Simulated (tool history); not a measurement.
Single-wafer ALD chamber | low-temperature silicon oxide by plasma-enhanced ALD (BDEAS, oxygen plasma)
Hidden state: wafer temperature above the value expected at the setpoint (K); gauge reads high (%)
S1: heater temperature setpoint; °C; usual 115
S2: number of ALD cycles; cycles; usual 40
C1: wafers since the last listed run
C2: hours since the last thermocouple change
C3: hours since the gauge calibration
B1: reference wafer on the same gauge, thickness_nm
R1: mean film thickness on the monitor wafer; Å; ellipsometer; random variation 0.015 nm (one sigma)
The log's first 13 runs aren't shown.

| run | hour | S1 | S2 | C1 | C2 | C3 | B1 | R1 |
|---|---|---|---|---|---|---|---|---|
| 14 | 340.8 | 115 | 40 | 127 | 71.3 | 643.4 | 6.483 | 57.23 |
|  | 368.7 | gauge calibrated |
| 15 | 374.5 | 115 | 37 | 315 | 105 | 5.8 | 6.631 | 54.1 |
| 16 | 405.8 | 115 | 37 | 292 | 136.3 | 37.1 | 6.624 | 53.97 |
| 17 | 420.4 | 115 | 40 | 136 | 150.9 | 51.7 | 6.621 | 58.54 |
| 18 | 453.7 | 106 | 35 | 311 | 184.2 | 85 | 6.613 | 51.67 |
| 19 | 485.2 | 103 | 47 | 294 | 215.7 | 116.5 | 6.602 | 69.89 |
| 20 | 505.5 | 115 | 48 | 189 | 236 | 136.8 | 6.605 | 69.66 |
| 21 | 540.6 | 105 | 35 | 328 | 271.1 | 171.9 | 6.586 | 51.68 |
| 22 | 594.6 | 121 | 34 | 504 | 325.1 | 225.9 | 6.578 | 48.62 |
| 23 | 612.5 | 107 | 32 | 167 | 343 | 243.8 | 6.577 | 46.9 |
| 24 | 643.4 | 115 | 43 | 288 | 373.9 | 274.7 | 6.575 | 62.11 |
| 25 | 677.5 | 115 | 37 | 318 | 408 | 308.8 | 6.564 | 53.81 |
| 26 | 694.3 | 129 | 47 | 157 | 424.8 | 325.6 | 6.56 | 66.1 |
| 27 | 729.7 | 111 | 44 | 330 | 460.2 | 361 | 6.553 | 63.95 |
| 28 | 752.7 | 122 | 44 | 215 | 483.2 | 384 | 6.551 | 62.5 |
| 29 | 777.1 | 125 | 33 | 228 | 507.6 | 408.4 | 6.547 | 46.7 |
| 30 | 796 | 115 | 40 | 176 | 526.5 | 427.3 | 6.541 | 57.66 |
| 31 | 824.8 | 115 | 40 | 269 | 555.3 | 456.1 | 6.538 | 57.88 |
| 32 | 854.4 | 109 | 45 | 276 | 584.9 | 485.7 | 6.528 | 65.14 |

3 ways to go on from here, each from the tool as it stands after run 32. What would each give?
| A | 854.9 | 127 | 40 | 4 | 585.4 | 486.2 | ? | ? |
| B | 854.9 | 105 | 40 | 4 | 585.4 | 486.2 | ? | ? |
| C | 854.9 | 120 | 36 | 4 | 585.4 | 486.2 | ? | ? |

| run | B1 | R1 |
|---|---|---|
| A | 6.529 | 56.2 |
| B | 6.529 | 58.64 |
| C | 6.529 | 51.28 |
Without the tool's hidden state the same runs would have given:
| run | R1 |
|---|---|
| A | 56.88 |
| B | 59.35 |
| C | 51.9 |
